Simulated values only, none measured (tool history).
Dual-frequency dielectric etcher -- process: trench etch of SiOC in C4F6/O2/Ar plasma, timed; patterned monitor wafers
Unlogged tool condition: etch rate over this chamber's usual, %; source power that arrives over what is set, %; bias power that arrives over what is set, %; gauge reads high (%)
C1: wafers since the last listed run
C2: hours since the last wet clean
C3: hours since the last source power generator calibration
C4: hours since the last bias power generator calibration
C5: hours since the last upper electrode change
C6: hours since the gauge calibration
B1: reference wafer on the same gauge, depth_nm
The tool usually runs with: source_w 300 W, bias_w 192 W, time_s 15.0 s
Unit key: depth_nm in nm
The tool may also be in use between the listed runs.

run 1 hour=0.0 | source_w=300 bias_w=192 time_s=15.0 | C1=0 C2=296.9 C3=1972.8 C4=1924.9 C5=3733.2 C6=147.4 | B1=28.33 | depth_nm=30.58
-- hour=34.1 gauge calibrated
run 2 hour=34.6 | source_w=300 bias_w=192 time_s=15.0 | C1=456 C2=331.5 C3=2007.4 C4=1959.5 C5=3767.8 C6=0.5 | B1=28.29 | depth_nm=30.48
run 3 hour=110.0 | source_w=300 bias_w=192 time_s=15.0 | C1=995 C2=406.9 C3=2082.8 C4=2034.9 C5=3843.2 C6=75.9 | B1=28.30 | depth_nm=30.83
run 4 hour=139.4 | source_w=300 bias_w=172 time_s=18.5 | C1=388 C2=436.3 C3=2112.2 C4=2064.3 C5=3872.6 C6=105.3 | B1=28.27 | depth_nm=36.75
run 5 hour=162.7 | source_w=300 bias_w=192 time_s=15.0 | C1=307 C2=459.6 C3=2135.5 C4=2087.6 C5=3895.9 C6=128.6 | B1=28.30 | depth_nm=30.72
run 6 hour=175.2 | source_w=300 bias_w=192 time_s=15.0 | C1=165 C2=472.1 C3=2148.0 C4=2100.1 C5=3908.4 C6=141.1 | B1=28.30 | depth_nm=30.31
run 7 hour=192.4 | source_w=300 bias_w=192 time_s=15.0 | C1=227 C2=489.3 C3=2165.2 C4=2117.3 C5=3925.6 C6=158.3 | B1=28.33 | depth_nm=30.48
-- hour=212.2 bias power generator calibrated
-- hour=236.5 wet clean of the chamber
-- hour=243.7 upper electrode replaced
run 8 hour=244.2 | source_w=300 bias_w=192 time_s=15.0 | C1=219 C2=7.7 C3=2217.0 C4=32.0 C5=0.5 C6=210.1 | B1=28.28 | depth_nm=30.73
run 9 hour=244.5 | source_w=320 bias_w=205 time_s=15.0 | C1=3 C2=8.0 C3=2217.3 C4=32.3 C5=0.8 C6=210.4 | B1=28.30 | depth_nm=32.11
-- hour=269.2 gauge calibrated
-- hour=303.9 source power generator calibrated
run 10 hour=312.2 | source_w=250 bias_w=233 time_s=13.5 | C1=840 C2=75.7 C3=8.3 C4=100.0 C5=68.5 C6=43.0 | B1=28.28 | depth_nm=26.76
run 11 hour=328.9 | source_w=330 bias_w=214 time_s=11.0 | C1=220 C2=92.4 C3=25.0 C4=116.7 C5=85.2 C6=59.7 | B1=28.33 | depth_nm=23.82
run 12 hour=354.8 | source_w=300 bias_w=192 time_s=15.0 | C1=341 C2=118.3 C3=50.9 C4=142.6 C5=111.1 C6=85.6 | B1=28.33 | depth_nm=30.50

For run 13, what comes out?
run 13 hour=369.7 | source_w=300 bias_w=156 time_s=10.5 | C1=196 C2=133.2 C3=65.8 C4=157.5 C5=126.0 C6=100.5 | B1=? | depth_nm=?

B1: 28.29
depth_nm: 20.62 nm
Minus the tool's unlogged condition, the same run would have read depth_nm 20.62 nm.

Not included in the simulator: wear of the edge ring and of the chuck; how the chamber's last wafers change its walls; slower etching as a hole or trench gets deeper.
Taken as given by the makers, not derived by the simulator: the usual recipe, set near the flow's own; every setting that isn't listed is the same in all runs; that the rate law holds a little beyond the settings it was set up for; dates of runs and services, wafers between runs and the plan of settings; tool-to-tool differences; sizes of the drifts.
